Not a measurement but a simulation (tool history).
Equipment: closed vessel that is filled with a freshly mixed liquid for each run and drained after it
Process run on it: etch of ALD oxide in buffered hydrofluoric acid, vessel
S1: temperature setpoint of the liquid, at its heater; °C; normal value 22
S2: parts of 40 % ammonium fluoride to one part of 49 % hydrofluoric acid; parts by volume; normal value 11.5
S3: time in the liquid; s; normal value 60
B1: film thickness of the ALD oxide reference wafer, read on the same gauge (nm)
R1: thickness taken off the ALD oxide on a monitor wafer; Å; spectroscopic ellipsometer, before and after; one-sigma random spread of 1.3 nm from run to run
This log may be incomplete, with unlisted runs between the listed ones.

run   hour  S1    S2  S3     B1      R1
  1      0  22  11.5  60  49.99  1371.6
  2   37.8  22  11.5  60     50  1396.2
  3   52.8  22  11.5  60     50  1359.2
  4   66.2  22  11.5  60  50.02  1354.7
  5  110.9  19  11.5  60  49.98    1151
  6  121.8  22  11.5  40  49.98   925.8
  7  132.2  22  11.5  40     50   927.8
  8    147  22  11.5  60     50    1366
     159.8  -- thermometer replaced
  9  164.4  22    10  60  50.02  1572.7
 10  175.9  22    10  60  49.99  1595.5
     183.2  -- gauge calibrated
 11  189.9  22  11.5  60  49.98  1379.2
 12  199.5  22  11.5  60  50.01  1380.6
 13  207.2  22  11.5  60     50  1369.6
 14  218.1  22  11.5  60  50.01  1373.6
 15  232.2  22  11.5  60  50.02  1346.6
     240.6  -- hydrofluoric acid flow meter replaced
 16  249.9  22  11.5  40  49.99   911.9
 17  264.2  22    10  45  50.02  1178.6
 18  273.6  21  11.5  60  49.98  1307.6

For run 19, what comes out?
 19  288.4  22  11.5  60   ?   ?

B1: 49.98
R1: 1357.9 Å
Without the tool's hidden state the same run would have given R1 1357.9 Å.

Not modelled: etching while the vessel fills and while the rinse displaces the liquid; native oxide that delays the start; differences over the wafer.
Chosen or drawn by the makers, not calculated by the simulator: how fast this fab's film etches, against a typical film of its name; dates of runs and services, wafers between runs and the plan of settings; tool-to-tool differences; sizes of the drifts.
